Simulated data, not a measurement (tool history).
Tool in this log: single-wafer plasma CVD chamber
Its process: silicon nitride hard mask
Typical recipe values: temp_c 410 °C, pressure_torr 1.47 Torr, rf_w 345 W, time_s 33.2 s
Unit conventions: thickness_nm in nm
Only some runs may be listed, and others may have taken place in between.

run   hour  temp_c  pressure_torr  rf_w  time_s  wafers since the last listed run  hours since the last thermocouple change  hours since the last RF generator calibration  hours since the last manometer calibration  hours since the showerhead was replaced  hours since the gauge calibration  read-back reference wafer on the same gauge, thickness_nm  thickness_nm
  1      0     410           1.47   345    33.2                                 0                                    1486.5                                          375.1                                        2180                                     5131                              388.7                                                     40.237        41.061
  2   61.2     410           1.47   345    33.2                              1460                                    1547.7                                          436.3                                      2241.2                                   5192.2                              449.9                                                     40.362        40.817
  3  119.4     410           1.47   345    33.2                              1388                                    1605.9                                          494.5                                      2299.4                                   5250.4                              508.1                                                     40.324        40.837
  4  198.2     410           1.47   330    33.2                              1880                                    1684.7                                          573.3                                      2378.2                                   5329.2                              586.9                                                     40.279        39.201
  5  274.3     410           1.47   345      29                              1815                                    1760.8                                          649.4                                      2454.3                                   5405.3                                663                                                     40.351         35.44
  6  335.3     410           1.47   345      29                              1455                                    1821.8                                          710.4                                      2515.3                                   5466.3                                724                                                      40.27        35.632
  7  408.1     410           1.47   345      29                              1736                                    1894.6                                          783.2                                      2588.1                                   5539.1                              796.8                                                     40.301        35.669
     467.4  -- capacitance manometer re-zeroed and calibrated
  8  467.9     410           1.47   345    33.2                              1235                                    1954.4                                            843                                         0.5                                   5598.9                              856.6                                                     40.266        40.724
     487.3  -- showerhead replaced
  9    528     410           1.47   345    33.2                              1243                                    2014.5                                          903.1                                        60.6                                     40.7                              916.7                                                     40.306        40.884
 10  587.1     410           1.47   395    33.2                              1410                                    2073.6                                          962.2                                       119.7                                     99.8                              975.8                                                     40.321        45.739
 11  630.5     417           1.84   410    39.3                              1035                                      2117                                         1005.6                                       163.1                                    143.2                             1019.2                                                     40.284        59.347
 12  690.3     410           1.47   345    33.2                              1426                                    2176.8                                         1065.4                                       222.9                                      203                               1079                                                     40.295        40.734
 13  729.3     410           1.47   345    33.2                               930                                    2215.8                                         1104.4                                       261.9                                      242                               1118                                                     40.295        40.692
 14  824.7     424           1.62   300    27.3                              2276                                    2311.2                                         1199.8                                       357.3                                    337.4                             1213.4                                                     40.279        29.852
     922.3  -- RF generator calibrated
     922.8  -- thermocouple changed; heater temperature recalibrated
 15  923.3     410           1.63   295    33.2                              2149                                       0.5                                              1                                       455.9                                      436                               1312                                                     40.312        36.138

Forecast run 16:
 16  1002.2     410           1.47   345      29                              1882                                      79.4                                           79.9                                       534.8                                    514.9                             1390.9                                                          ?             ?

{"run 16": {"read-back reference wafer on the same gauge, thickness_nm": 40.359, "thickness_nm": 35.807}}
With the hidden condition absent and the run-to-run variation left alone, this run would have shown thickness_nm 35.807 nm.
